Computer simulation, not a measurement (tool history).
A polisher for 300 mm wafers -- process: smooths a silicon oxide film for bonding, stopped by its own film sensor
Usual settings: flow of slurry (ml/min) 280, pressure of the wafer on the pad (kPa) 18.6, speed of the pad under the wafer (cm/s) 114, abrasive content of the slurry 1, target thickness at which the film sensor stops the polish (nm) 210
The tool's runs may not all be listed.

run	day	flow of slurry (ml/min)	pressure of the wafer on the pad (kPa)	speed of the pad under the wafer (cm/s)	abrasive content of the slurry	target thickness at which the film sensor stops the polish (nm)	incoming thickness of the incoming film, nm	time until the film sensor stopped the polish (s)
1	0	280	18.6	86	1	210	267.3	56.4
# day 1.746: worn pad replaced by a new one
# day 4.004: slurry blender recalibrated
2	4.238	280	20.7	114	1	222	272.5	38.5
# day 4.783: head pressure recalibrated
# day 6.004: slurry nozzle cleaned
3	8.142	280	20.7	114	1	222	275.6	39.5
4	11.854	280	20.7	114	1	222	267.4	34.2
5	13.496	280	18.6	114	1	217	268.6	41.8
6	15.004	280	22.8	114	1.15	210	272.6	39.6
7	17.45	215	22.8	114	1	210	273.4	43.5
8	26.233	280	14.5	114	1	210	268.6	57.8
# day 29.583: worn pad replaced by a new one
9	29.821	280	18.6	114	1	217	269.5	43.1
10	32.142	280	18.6	114	1.2	210	265.6	42.3
# day 32.904: slurry nozzle cleaned
# day 35.562: slurry blender recalibrated
11	36.062	280	16.5	78	1	193	270.3	92.6
12	38.979	280	18.6	86	1	210	265.9	56.4
13	42.875	325	20.7	114	1	203	265.6	47.7
14	46.783	280	18.6	114	1	210	269.2	48.7
15	48.708	245	14.5	114	1	210	270	61.5
16	52.138	305	18.6	114	1	210	268.9	48.2
17	53.858	280	18.6	86	1	210	271.8	62.3
18	56.188	305	18.6	114	1	210	272	51.8
# day 57.379: worn pad replaced by a new one
19	58.196	280	18.6	144	0.7	189	268.4	69.8
# day 63.029: slurry nozzle cleaned
# day 64.458: head pressure recalibrated
# day 69.321: slurry blender recalibrated
20	70.271	220	18.6	114	1	210	265.9	46.2
21	74.196	280	18.6	114	1	210	267.9	45.7
22	77.158	280	18.6	114	1	210	271.4	51.1
23	80.225	280	18.6	114	1	210	267.5	47.7
24	84.371	335	22.1	86	1	204	268.2	55
25	87.829	215	18.6	80	1.1	225	270.2	47.7
# day 88.871: worn pad replaced by a new one
26	89.388	280	22.1	86	1.25	224	271.6	35.6
27	91.579	365	13.8	114	1.15	221	266.1	43.6
# day 92.946: slurry nozzle cleaned
28	95.421	280	18.6	114	1	200	270.1	57.7
# day 96.404: slurry blender recalibrated
29	97.908	280	18.6	88	1	210	264.7	53.8

Below are 5 alternative next runs, each starting from the tool's condition after run 29. Predict each:
A	97.925	280	15.2	114	1	210	272.5	?
B	97.925	325	13.8	136	1	210	272.5	?
C	97.925	280	18.6	114	1.1	225	272.5	?
D	97.925	365	18.6	114	1.2	210	272.5	?
E	97.925	280	18.6	128	1	210	272.5	?

run	time until the film sensor stopped the polish (s)
A	62.2
B	58.8
C	37.4
D	46.2
E	47.8
Stripped of hidden state, with their random variation kept, the same runs would have yielded:
run	time until the film sensor stopped the polish (s)
A	62.2
B	58.8
C	37.4
D	46.2
E	47.8
